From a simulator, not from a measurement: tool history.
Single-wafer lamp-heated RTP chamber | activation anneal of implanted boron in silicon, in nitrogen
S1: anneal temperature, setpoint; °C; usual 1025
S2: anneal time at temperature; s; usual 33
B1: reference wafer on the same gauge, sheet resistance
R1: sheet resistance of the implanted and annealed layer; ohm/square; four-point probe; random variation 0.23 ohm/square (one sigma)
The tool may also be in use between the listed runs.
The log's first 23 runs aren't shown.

run,hour,S1,S2,B1,R1
24,1172.6,1025,33,69.48,66.24
25,1208.1,1049,40,69.44,63.9
26,1266.4,1041,45,69.41,64.5
27,1335.2,1016,33,69.46,67.31
28,1395.4,1046,52,69.6,63.24
# hour 1455.5: reflector plate cleaned
# hour 1481.6: pyrometer window cleaned and pyrometer calibrated
29,1522.1,1004,33,69.45,70.06
30,1550.5,1041,23,69.54,65.55
31,1622.2,1039,50,69.39,64.48
32,1691.4,1015,38,69.39,68.14
33,1726,1025,33,69.53,66.89
34,1837.1,1025,33,69.52,66.63
35,1894.3,1012,19,69.57,69.2
36,1948.1,1000,42,69.48,69.43
# hour 1965: pyrometer window cleaned and pyrometer calibrated
37,2009.5,1025,41,69.47,65.68
38,2052.3,1025,33,69.47,66.09

Forecast each of these 3 alternatives for the next run:
A,2052.7,1025,33,?,?
B,2052.7,1045,43,?,?
C,2052.7,1054,43,?,?

run,B1,R1
A,69.41,66.17
B,69.41,63.85
C,69.41,63.25
Without the tool's hidden state the same runs would have given:
run,R1
A,66.7
B,64.2
C,63.54

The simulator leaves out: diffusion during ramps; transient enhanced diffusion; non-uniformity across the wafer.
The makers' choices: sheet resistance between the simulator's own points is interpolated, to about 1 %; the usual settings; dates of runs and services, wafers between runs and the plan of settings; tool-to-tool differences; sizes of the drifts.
